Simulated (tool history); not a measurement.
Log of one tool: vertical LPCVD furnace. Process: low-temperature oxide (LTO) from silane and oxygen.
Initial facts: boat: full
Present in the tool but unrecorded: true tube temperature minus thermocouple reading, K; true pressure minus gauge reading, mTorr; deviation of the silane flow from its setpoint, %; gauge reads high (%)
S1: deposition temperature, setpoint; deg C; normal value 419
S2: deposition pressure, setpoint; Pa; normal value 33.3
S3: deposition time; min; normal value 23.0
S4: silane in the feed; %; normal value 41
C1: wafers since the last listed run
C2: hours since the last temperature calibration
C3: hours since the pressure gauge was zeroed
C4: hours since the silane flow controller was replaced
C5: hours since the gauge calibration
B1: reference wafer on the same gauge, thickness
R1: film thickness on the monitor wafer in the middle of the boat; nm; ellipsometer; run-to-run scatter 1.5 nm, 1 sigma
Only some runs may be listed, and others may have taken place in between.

run     day   S1    S2    S3  S4    C1      C2      C3      C4     C5      B1      R1
  1   0.000  419  33.3  23.0  41     0  1166.2  1216.5  3434.8  306.7  344.01  317.89
  2   1.225  419  33.3  23.0  41   858  1195.6  1245.9  3464.2  336.1  344.68  317.30
  3   2.088  419  33.3  23.0  41   604  1216.3  1266.6  3484.9  356.8  344.27  315.11
  4   3.125  419  33.3  23.0  41   727  1241.2  1291.5  3509.8  381.7  343.98  317.06
  5   3.833  419  33.3  23.0  41   496  1258.2  1308.5  3526.8  398.7  343.52  313.80
  6   4.817  419  33.3  23.0  41   689  1281.8  1332.1  3550.4  422.3  344.38  314.36
  7   6.071  413  26.7  23.0  41   878  1311.9  1362.2  3580.5  452.4  344.13  235.33
  8   7.138  419  37.3  16.0  41   747  1337.5  1387.8  3606.1  478.0  344.28  245.00
  9  10.433  419  37.3  16.0  41  2309  1416.6  1466.9  3685.2  557.1  344.45  246.35
 10  11.821  419  30.0  23.0  41   972  1449.9  1500.2  3718.5  590.4  344.00  282.58
 11  12.425  419  30.0  23.0  41   423  1464.4  1514.7  3733.0  604.9  343.56  278.96
 12  13.892  419  33.3  23.0  41  1027  1499.6  1549.9  3768.2  640.1  344.48  314.10
 13  14.671  419  33.3  23.0  41   546  1518.3  1568.6  3786.9  658.8  344.06  310.85
 14  15.192  423  41.3  23.0  41   364  1530.8  1581.1  3799.4  671.3  343.73  407.91
 15  15.700  419  33.3  23.0  41   356  1543.0  1593.3  3811.6  683.5  343.99  312.72
 16  16.500  414  33.3  28.0  38   560  1562.2  1612.5  3830.8  702.7  343.75  328.71
 17  17.088  419  33.3  15.0  41   411  1576.3  1626.6  3844.9  716.8  344.12  202.95
     18.371  -- thermocouples replaced and temperature profile calibrated
 18  18.392  416  33.3  16.5  41   213     0.5  1657.9  3876.2  748.1  343.68  217.38
     19.854  -- pressure gauge zeroed
 19  19.875  412  38.7  32.0  44   338    36.1     0.5  3911.8  783.7  343.43  525.01
 20  20.083  410  33.3  26.0  41   145    41.1     5.5  3916.8  788.7  343.84  333.29
     22.029  -- silane flow controller replaced
 21  22.050  413  41.3  30.0  48   677    88.3    52.7     0.5  835.9  344.01  580.68
     22.308  -- gauge calibrated
 22  22.579  419  33.3  23.0  41   370   101.0    65.4    13.2    6.5  343.53  321.85
 23  23.308  419  28.0  20.5  41   510   118.5    82.9    30.7   24.0  343.71  244.67
 24  24.262  419  38.0  23.0  41   668   141.4   105.8    53.6   46.9  344.47  369.22
 25  27.871  410  25.3  25.5  47  2528   228.0   192.4   140.2  133.5  343.66  285.37
 26  28.412  415  33.3  23.0  38   379   241.0   205.4   153.2  146.5  343.82  285.91
 27  29.225  419  33.3  23.0  41   569   260.5   224.9   172.7  166.0  343.94  323.13
 28  30.546  419  36.7  23.0  41   925   292.2   256.6   204.4  197.7  343.97  357.31
 29  31.479  428  30.7  23.0  34   654   314.6   279.0   226.8  220.1  344.07  261.96
 30  32.175  419  33.3  23.0  41   487   331.3   295.7   243.5  236.8  343.82  321.21
 31  33.129  413  40.0  19.5  41   668   354.2   318.6   266.4  259.7  344.04  312.03
 32  34.575  419  33.3  23.0  37  1013   388.9   353.3   301.1  294.4  344.22  286.59

What the log doesn't show, run by run:
true tube temperature minus thermocouple reading, K: 0 at every run
deviation of the silane flow from its setpoint, %: 0 at every run
gauge reads high (%): 0 at every run
H1: true pressure minus gauge reading, mTorr
run     H1
  1  -7.29
  2  -7.58
  3  -7.79
  4  -8.05
  5  -8.23
  6  -8.48
  7   -8.8
  8  -9.08
  9  -9.99
 10  -10.4
 11  -10.6
 12    -11
 13  -11.2
 14  -11.4
 15  -11.5
 16  -11.8
 17    -12
 18  -12.4
 19  -1.66
 20  -1.66
 21  -1.67
 22  -1.67
 23  -1.69
 24   -1.7
 25  -1.81
 26  -1.83
 27  -1.86
 28  -1.92
 29  -1.97
 30  -2.01
 31  -2.06
 32  -2.16
